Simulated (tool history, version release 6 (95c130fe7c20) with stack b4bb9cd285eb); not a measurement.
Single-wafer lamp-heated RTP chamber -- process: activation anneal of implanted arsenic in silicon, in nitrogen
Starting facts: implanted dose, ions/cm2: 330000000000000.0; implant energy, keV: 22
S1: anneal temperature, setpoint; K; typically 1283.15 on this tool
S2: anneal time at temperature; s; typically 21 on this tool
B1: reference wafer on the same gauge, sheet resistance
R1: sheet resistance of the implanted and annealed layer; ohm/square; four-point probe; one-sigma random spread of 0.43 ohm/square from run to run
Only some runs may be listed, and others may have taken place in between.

run 1 day=0.000 | S1=1283.15 S2=21 | B1=323.80 | R1=286.61
run 2 day=1.104 | S1=1283.15 S2=21 | B1=323.91 | R1=287.20
run 3 day=2.421 | S1=1283.15 S2=21 | B1=323.83 | R1=286.77
run 4 day=3.633 | S1=1277.15 S2=21 | B1=324.25 | R1=287.37
run 5 day=5.108 | S1=1277.15 S2=21 | B1=324.00 | R1=287.97
run 6 day=5.929 | S1=1277.15 S2=21 | B1=323.77 | R1=287.38
run 7 day=6.642 | S1=1283.15 S2=21 | B1=324.01 | R1=285.95
run 8 day=7.888 | S1=1283.15 S2=21 | B1=323.88 | R1=286.93
run 9 day=9.800 | S1=1283.15 S2=21 | B1=323.93 | R1=286.42
-- day=11.225 pyrometer window cleaned and pyrometer calibrated
run 10 day=11.246 | S1=1283.15 S2=21 | B1=324.01 | R1=288.07
run 11 day=11.929 | S1=1283.15 S2=21 | B1=324.10 | R1=288.14
run 12 day=13.088 | S1=1283.15 S2=21 | B1=324.19 | R1=288.88
run 13 day=14.475 | S1=1283.15 S2=21 | B1=323.86 | R1=288.31
run 14 day=15.000 | S1=1283.15 S2=21 | B1=323.66 | R1=287.91
-- day=15.512 gauge calibrated
run 15 day=15.542 | S1=1283.15 S2=21 | B1=324.07 | R1=287.68
run 16 day=16.458 | S1=1283.15 S2=21 | B1=323.93 | R1=288.06
run 17 day=17.442 | S1=1293.15 S2=21 | B1=324.12 | R1=285.34
run 18 day=18.283 | S1=1291.15 S2=15 | B1=323.67 | R1=288.62
run 19 day=18.800 | S1=1293.15 S2=21 | B1=324.23 | R1=286.10
run 20 day=19.779 | S1=1257.15 S2=27 | B1=324.12 | R1=289.24
-- day=20.538 reflector plate cleaned
run 21 day=20.558 | S1=1292.15 S2=31 | B1=324.17 | R1=284.28
run 22 day=21.075 | S1=1283.15 S2=21 | B1=323.91 | R1=287.87
run 23 day=21.596 | S1=1277.15 S2=21 | B1=324.10 | R1=287.51
run 24 day=23.000 | S1=1311.15 S2=12 | B1=324.10 | R1=287.03
run 25 day=23.521 | S1=1254.15 S2=13 | B1=324.13 | R1=292.27
run 26 day=26.825 | S1=1283.15 S2=21 | B1=323.96 | R1=286.87
run 27 day=27.825 | S1=1283.15 S2=21 | B1=323.93 | R1=287.02
run 28 day=28.796 | S1=1298.15 S2=10 | B1=323.96 | R1=289.19
run 29 day=29.908 | S1=1302.15 S2=11 | B1=323.95 | R1=287.85
run 30 day=31.192 | S1=1265.15 S2=16 | B1=323.90 | R1=290.78

For run 31, what comes out?
run 31 day=32.600 | S1=1291.15 S2=26 | B1=? | R1=?

B1: 323.93
R1: 284.44 ohm/square
On a tool with no hidden condition, and with the same random variation, this run would have come out at R1 286.06 ohm/square.

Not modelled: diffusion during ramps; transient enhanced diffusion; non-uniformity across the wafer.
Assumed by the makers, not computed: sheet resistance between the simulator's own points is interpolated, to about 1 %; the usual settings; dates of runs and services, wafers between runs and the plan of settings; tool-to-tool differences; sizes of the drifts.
